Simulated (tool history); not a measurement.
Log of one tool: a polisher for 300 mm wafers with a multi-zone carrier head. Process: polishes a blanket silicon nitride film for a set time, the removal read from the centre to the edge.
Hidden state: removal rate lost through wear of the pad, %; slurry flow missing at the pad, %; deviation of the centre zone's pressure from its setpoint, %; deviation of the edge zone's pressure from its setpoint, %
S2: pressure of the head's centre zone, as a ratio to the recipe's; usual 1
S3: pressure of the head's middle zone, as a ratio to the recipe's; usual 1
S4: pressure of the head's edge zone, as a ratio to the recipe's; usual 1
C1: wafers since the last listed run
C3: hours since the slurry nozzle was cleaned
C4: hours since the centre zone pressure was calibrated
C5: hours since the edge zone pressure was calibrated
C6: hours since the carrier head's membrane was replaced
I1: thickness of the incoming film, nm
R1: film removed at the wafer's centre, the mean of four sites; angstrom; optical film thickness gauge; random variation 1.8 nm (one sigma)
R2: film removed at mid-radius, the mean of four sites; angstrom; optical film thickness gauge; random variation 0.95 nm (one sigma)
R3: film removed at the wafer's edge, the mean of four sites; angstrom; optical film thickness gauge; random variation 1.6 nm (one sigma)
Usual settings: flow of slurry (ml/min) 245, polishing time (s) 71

{"run": 1, "day": 0.0, "flow of slurry (ml/min)": 245, "S2": 1, "S3": 1, "S4": 1, "polishing time (s)": 71, "C1": 0, "wafers polished on this pad": 676, "C3": 584.7, "C4": 811.2, "C5": 1297.1, "C6": 678.5, "I1": 455.9, "R1": 1512, "R2": 1369, "R3": 1356}
{"run": 2, "day": 0.462, "flow of slurry (ml/min)": 290, "S2": 1, "S3": 1, "S4": 1, "polishing time (s)": 71, "C1": 118, "wafers polished on this pad": 794, "C3": 595.8, "C4": 822.3, "C5": 1308.2, "C6": 689.6, "I1": 462.6, "R1": 1538, "R2": 1400, "R3": 1339}
{"run": 3, "day": 0.796, "flow of slurry (ml/min)": 290, "S2": 1, "S3": 1, "S4": 1, "polishing time (s)": 71, "C1": 85, "wafers polished on this pad": 879, "C3": 603.8, "C4": 830.3, "C5": 1316.2, "C6": 697.6, "I1": 458.6, "R1": 1497, "R2": 1396, "R3": 1380}
{"run": 4, "day": 1.062, "flow of slurry (ml/min)": 290, "S2": 1, "S3": 1, "S4": 1, "polishing time (s)": 71, "C1": 68, "wafers polished on this pad": 947, "C3": 610.2, "C4": 836.7, "C5": 1322.6, "C6": 704, "I1": 470.4, "R1": 1530, "R2": 1378, "R3": 1337}
{"run": 5, "day": 1.738, "flow of slurry (ml/min)": 245, "S2": 1, "S3": 1, "S4": 0.93, "polishing time (s)": 71, "C1": 172, "wafers polished on this pad": 1119, "C3": 626.4, "C4": 852.9, "C5": 1338.8, "C6": 720.2, "I1": 452.3, "R1": 1486, "R2": 1382, "R3": 1293}
{"day": 2.283, "done": "slurry nozzle cleaned"}
{"day": 2.521, "done": "worn pad replaced by a new one"}
{"run": 6, "day": 2.542, "flow of slurry (ml/min)": 245, "S2": 1, "S3": 1, "S4": 0.93, "polishing time (s)": 71, "C1": 152, "wafers polished on this pad": 4, "C3": 6.2, "C4": 872.2, "C5": 1358.1, "C6": 739.5, "I1": 455.3, "R1": 1531, "R2": 1375, "R3": 1306}
{"day": 3.346, "done": "centre zone pressure recalibrated"}
{"run": 7, "day": 3.683, "flow of slurry (ml/min)": 245, "S2": 1, "S3": 1, "S4": 0.93, "polishing time (s)": 71, "C1": 270, "wafers polished on this pad": 275, "C3": 33.6, "C4": 8.1, "C5": 1385.5, "C6": 766.9, "I1": 460.3, "R1": 1339, "R2": 1375, "R3": 1289}
{"run": 8, "day": 3.95, "flow of slurry (ml/min)": 310, "S2": 1, "S3": 1, "S4": 1, "polishing time (s)": 71, "C1": 68, "wafers polished on this pad": 343, "C3": 40, "C4": 14.5, "C5": 1391.9, "C6": 773.3, "I1": 457.2, "R1": 1369, "R2": 1414, "R3": 1378}
{"run": 9, "day": 4.654, "flow of slurry (ml/min)": 245, "S2": 0.95, "S3": 1, "S4": 1, "polishing time (s)": 71, "C1": 179, "wafers polished on this pad": 523, "C3": 56.9, "C4": 31.4, "C5": 1408.8, "C6": 790.2, "I1": 455.2, "R1": 1289, "R2": 1370, "R3": 1360}
{"run": 10, "day": 5.0, "flow of slurry (ml/min)": 215, "S2": 1, "S3": 1, "S4": 1, "polishing time (s)": 62, "C1": 88, "wafers polished on this pad": 611, "C3": 65.2, "C4": 39.7, "C5": 1417.1, "C6": 798.5, "I1": 454.7, "R1": 1186, "R2": 1198, "R3": 1180}
{"run": 11, "day": 5.521, "flow of slurry (ml/min)": 245, "S2": 1, "S3": 1, "S4": 1, "polishing time (s)": 71, "C1": 133, "wafers polished on this pad": 744, "C3": 77.7, "C4": 52.2, "C5": 1429.6, "C6": 811, "I1": 460.9, "R1": 1327, "R2": 1391, "R3": 1356}
{"run": 12, "day": 5.888, "flow of slurry (ml/min)": 245, "S2": 1.1, "S3": 1, "S4": 1.09, "polishing time (s)": 71, "C1": 93, "wafers polished on this pad": 838, "C3": 86.5, "C4": 61, "C5": 1438.4, "C6": 819.8, "I1": 456.3, "R1": 1493, "R2": 1380, "R3": 1435}
{"day": 6.471, "done": "carrier head's membrane replaced by a new one"}
{"run": 13, "day": 6.492, "flow of slurry (ml/min)": 245, "S2": 1, "S3": 1, "S4": 1, "polishing time (s)": 71, "C1": 101, "wafers polished on this pad": 939, "C3": 101, "C4": 75.5, "C5": 1452.9, "C6": 0.5, "I1": 458.4, "R1": 1375, "R2": 1386, "R3": 1356}
{"run": 14, "day": 7.012, "flow of slurry (ml/min)": 245, "S2": 1, "S3": 1, "S4": 1, "polishing time (s)": 71, "C1": 133, "wafers polished on this pad": 1072, "C3": 113.5, "C4": 88, "C5": 1465.4, "C6": 13, "I1": 456.2, "R1": 1372, "R2": 1398, "R3": 1365}
{"run": 15, "day": 7.267, "flow of slurry (ml/min)": 245, "S2": 1, "S3": 0.93, "S4": 0.95, "polishing time (s)": 71, "C1": 64, "wafers polished on this pad": 1137, "C3": 119.6, "C4": 94.1, "C5": 1471.5, "C6": 19.1, "I1": 457.5, "R1": 1375, "R2": 1322, "R3": 1313}
{"day": 7.392, "done": "edge zone pressure recalibrated"}
{"day": 8.504, "done": "worn pad replaced by a new one"}
{"run": 16, "day": 9.133, "flow of slurry (ml/min)": 245, "S2": 1, "S3": 0.89, "S4": 1.09, "polishing time (s)": 71, "C1": 413, "wafers polished on this pad": 161, "C3": 164.4, "C4": 138.9, "C5": 41.8, "C6": 63.9, "I1": 454.4, "R1": 1414, "R2": 1250, "R3": 1404}
{"run": 17, "day": 10.379, "flow of slurry (ml/min)": 245, "S2": 1, "S3": 1, "S4": 1, "polishing time (s)": 88, "C1": 318, "wafers polished on this pad": 479, "C3": 194.3, "C4": 168.8, "C5": 71.7, "C6": 93.8, "I1": 456.9, "R1": 1705, "R2": 1715, "R3": 1662}
{"run": 18, "day": 10.954, "flow of slurry (ml/min)": 245, "S2": 1, "S3": 1, "S4": 1, "polishing time (s)": 71, "C1": 146, "wafers polished on this pad": 626, "C3": 208.1, "C4": 182.6, "C5": 85.5, "C6": 107.6, "I1": 459.9, "R1": 1361, "R2": 1375, "R3": 1328}
{"run": 19, "day": 11.533, "flow of slurry (ml/min)": 185, "S2": 1, "S3": 0.95, "S4": 0.92, "polishing time (s)": 50, "C1": 147, "wafers polished on this pad": 774, "C3": 222, "C4": 196.5, "C5": 99.4, "C6": 121.5, "I1": 459.8, "R1": 937, "R2": 908, "R3": 902}
{"run": 20, "day": 12.154, "flow of slurry (ml/min)": 245, "S2": 1, "S3": 0.95, "S4": 0.93, "polishing time (s)": 71, "C1": 158, "wafers polished on this pad": 932, "C3": 236.9, "C4": 211.4, "C5": 114.3, "C6": 136.4, "I1": 459.3, "R1": 1365, "R2": 1329, "R3": 1314}
{"run": 21, "day": 12.721, "flow of slurry (ml/min)": 310, "S2": 1, "S3": 1, "S4": 1, "polishing time (s)": 71, "C1": 144, "wafers polished on this pad": 1077, "C3": 250.5, "C4": 225, "C5": 127.9, "C6": 150, "I1": 455.4, "R1": 1451, "R2": 1398, "R3": 1384}
{"run": 22, "day": 13.121, "flow of slurry (ml/min)": 245, "S2": 1.11, "S3": 1, "S4": 1, "polishing time (s)": 65, "C1": 102, "wafers polished on this pad": 1179, "C3": 260.1, "C4": 234.6, "C5": 137.5, "C6": 159.6, "I1": 467.4, "R1": 1421, "R2": 1263, "R3": 1238}
{"run": 23, "day": 13.383, "flow of slurry (ml/min)": 245, "S2": 0.89, "S3": 0.96, "S4": 0.96, "polishing time (s)": 71, "C1": 67, "wafers polished on this pad": 1246, "C3": 266.4, "C4": 240.9, "C5": 143.8, "C6": 165.9, "I1": 458.3, "R1": 1248, "R2": 1338, "R3": 1317}

Forecast each of these 3 alternatives for the next run:
{"run": "A", "day": 13.4, "flow of slurry (ml/min)": 245, "S2": 1, "S3": 1.09, "S4": 1, "polishing time (s)": 71, "C1": 4, "wafers polished on this pad": 1251, "C3": 266.8, "C4": 241.3, "C5": 144.2, "C6": 166.3, "I1": 453.7, "R1": "?", "R2": "?", "R3": "?"}
{"run": "B", "day": 13.4, "flow of slurry (ml/min)": 245, "S2": 1, "S3": 1.11, "S4": 1, "polishing time (s)": 71, "C1": 4, "wafers polished on this pad": 1251, "C3": 266.8, "C4": 241.3, "C5": 144.2, "C6": 166.3, "I1": 453.7, "R1": "?", "R2": "?", "R3": "?"}
{"run": "C", "day": 13.4, "flow of slurry (ml/min)": 245, "S2": 1, "S3": 1, "S4": 1, "polishing time (s)": 87, "C1": 4, "wafers polished on this pad": 1251, "C3": 266.8, "C4": 241.3, "C5": 144.2, "C6": 166.3, "I1": 453.7, "R1": "?", "R2": "?", "R3": "?"}

run=A R1=1419 R2=1474 R3=1353
run=B R1=1419 R2=1496 R3=1353
run=C R1=1738 R2=1684 R3=1660
Without the tool's hidden state the same runs would have given:
run=A R1=1369 R2=1474 R3=1353
run=B R1=1370 R2=1496 R3=1353
run=C R1=1677 R2=1684 R3=1660
